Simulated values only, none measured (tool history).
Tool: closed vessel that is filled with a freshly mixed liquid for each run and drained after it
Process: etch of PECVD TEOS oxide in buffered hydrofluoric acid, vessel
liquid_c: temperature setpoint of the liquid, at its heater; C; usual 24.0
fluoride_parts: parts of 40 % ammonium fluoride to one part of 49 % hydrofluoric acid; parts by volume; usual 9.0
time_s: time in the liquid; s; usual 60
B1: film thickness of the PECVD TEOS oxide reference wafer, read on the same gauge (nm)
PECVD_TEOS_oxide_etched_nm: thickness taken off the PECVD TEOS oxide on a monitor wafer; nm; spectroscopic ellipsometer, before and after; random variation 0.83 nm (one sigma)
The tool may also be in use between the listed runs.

run 1 hour=0.0 | liquid_c=24.0 fluoride_parts=9.0 time_s=60 | B1=70.00 | PECVD_TEOS_oxide_etched_nm=96.81
run 2 hour=8.8 | liquid_c=24.0 fluoride_parts=9.0 time_s=60 | B1=69.99 | PECVD_TEOS_oxide_etched_nm=97.08
run 3 hour=20.0 | liquid_c=24.0 fluoride_parts=9.0 time_s=60 | B1=70.02 | PECVD_TEOS_oxide_etched_nm=95.60
run 4 hour=37.5 | liquid_c=22.0 fluoride_parts=9.0 time_s=60 | B1=70.00 | PECVD_TEOS_oxide_etched_nm=95.67
run 5 hour=47.3 | liquid_c=20.5 fluoride_parts=8.0 time_s=60 | B1=70.01 | PECVD_TEOS_oxide_etched_nm=98.59
run 6 hour=55.8 | liquid_c=20.5 fluoride_parts=8.0 time_s=60 | B1=70.01 | PECVD_TEOS_oxide_etched_nm=101.02
run 7 hour=70.7 | liquid_c=24.0 fluoride_parts=9.0 time_s=45 | B1=69.98 | PECVD_TEOS_oxide_etched_nm=80.00
run 8 hour=85.5 | liquid_c=24.0 fluoride_parts=9.0 time_s=45 | B1=70.00 | PECVD_TEOS_oxide_etched_nm=80.01
run 9 hour=99.5 | liquid_c=24.0 fluoride_parts=11.0 time_s=60 | B1=70.00 | PECVD_TEOS_oxide_etched_nm=90.36
run 10 hour=106.8 | liquid_c=24.0 fluoride_parts=11.0 time_s=60 | B1=70.00 | PECVD_TEOS_oxide_etched_nm=90.76
run 11 hour=119.8 | liquid_c=22.0 fluoride_parts=9.0 time_s=60 | B1=70.00 | PECVD_TEOS_oxide_etched_nm=96.31
run 12 hour=127.0 | liquid_c=21.0 fluoride_parts=5.5 time_s=30 | B1=70.01 | PECVD_TEOS_oxide_etched_nm=73.62
run 13 hour=133.2 | liquid_c=24.0 fluoride_parts=9.0 time_s=60 | B1=69.99 | PECVD_TEOS_oxide_etched_nm=107.61
run 14 hour=150.8 | liquid_c=29.0 fluoride_parts=11.0 time_s=40 | B1=70.01 | PECVD_TEOS_oxide_etched_nm=78.19
run 15 hour=160.9 | liquid_c=24.0 fluoride_parts=9.0 time_s=60 | B1=70.00 | PECVD_TEOS_oxide_etched_nm=106.85
run 16 hour=179.0 | liquid_c=29.0 fluoride_parts=6.5 time_s=90 | B1=69.99 | PECVD_TEOS_oxide_etched_nm=289.96
run 17 hour=190.2 | liquid_c=28.5 fluoride_parts=9.0 time_s=60 | B1=70.00 | PECVD_TEOS_oxide_etched_nm=132.52
run 18 hour=204.5 | liquid_c=26.0 fluoride_parts=8.0 time_s=60 | B1=69.99 | PECVD_TEOS_oxide_etched_nm=133.00
run 19 hour=215.5 | liquid_c=24.0 fluoride_parts=9.0 time_s=60 | B1=69.99 | PECVD_TEOS_oxide_etched_nm=105.54
run 20 hour=221.9 | liquid_c=27.0 fluoride_parts=6.0 time_s=60 | B1=69.98 | PECVD_TEOS_oxide_etched_nm=186.60
run 21 hour=230.2 | liquid_c=26.0 fluoride_parts=6.0 time_s=95 | B1=69.99 | PECVD_TEOS_oxide_etched_nm=280.95
run 22 hour=237.6 | liquid_c=24.0 fluoride_parts=9.0 time_s=30 | B1=70.00 | PECVD_TEOS_oxide_etched_nm=52.14
run 23 hour=246.1 | liquid_c=24.0 fluoride_parts=9.0 time_s=60 | B1=70.01 | PECVD_TEOS_oxide_etched_nm=105.71
run 24 hour=256.3 | liquid_c=28.0 fluoride_parts=11.0 time_s=30 | B1=69.98 | PECVD_TEOS_oxide_etched_nm=55.98
run 25 hour=272.7 | liquid_c=24.0 fluoride_parts=9.0 time_s=60 | B1=70.00 | PECVD_TEOS_oxide_etched_nm=105.84
run 26 hour=290.3 | liquid_c=28.5 fluoride_parts=5.5 time_s=85 | B1=70.00 | PECVD_TEOS_oxide_etched_nm=306.48
run 27 hour=298.6 | liquid_c=24.0 fluoride_parts=12.0 time_s=60 | B1=70.00 | PECVD_TEOS_oxide_etched_nm=82.83
run 28 hour=316.2 | liquid_c=24.0 fluoride_parts=9.0 time_s=60 | B1=69.99 | PECVD_TEOS_oxide_etched_nm=104.81
run 29 hour=325.1 | liquid_c=24.0 fluoride_parts=9.0 time_s=60 | B1=70.01 | PECVD_TEOS_oxide_etched_nm=105.37
run 30 hour=334.1 | liquid_c=24.0 fluoride_parts=9.0 time_s=60 | B1=70.00 | PECVD_TEOS_oxide_etched_nm=105.97
run 31 hour=340.8 | liquid_c=28.5 fluoride_parts=7.5 time_s=40 | B1=70.01 | PECVD_TEOS_oxide_etched_nm=109.06
run 32 hour=355.2 | liquid_c=27.0 fluoride_parts=11.0 time_s=50 | B1=70.00 | PECVD_TEOS_oxide_etched_nm=86.95
run 33 hour=372.6 | liquid_c=22.0 fluoride_parts=11.5 time_s=30 | B1=70.01 | PECVD_TEOS_oxide_etched_nm=38.20

Not shown: 3 entries that the log had between the listed runs. Between which runs, and how does the tool's hidden state differ before and after?
Between runs 3 and 4: thermometer replaced (hour 36.5)
  liquid colder than its thermometer reads (K): 2.03 -> 0.0969
  measured less the result without the state, PECVD_TEOS_oxide_etched_nm: -11.26 -> -0.53 nm
Between runs 11 and 12: gauge calibrated (hour 120.7)
  liquid colder than its thermometer reads (K): 0.2 -> 0.209
  measured less the result without the state, PECVD_TEOS_oxide_etched_nm: -1.07 -> -0.86 nm
Between runs 15 and 16: hydrofluoric acid flow meter replaced (hour 178.5)
  liquid colder than its thermometer reads (K): 0.252 -> 0.274
  measured less the result without the state, PECVD_TEOS_oxide_etched_nm: -1.47 -> -4.16 nm
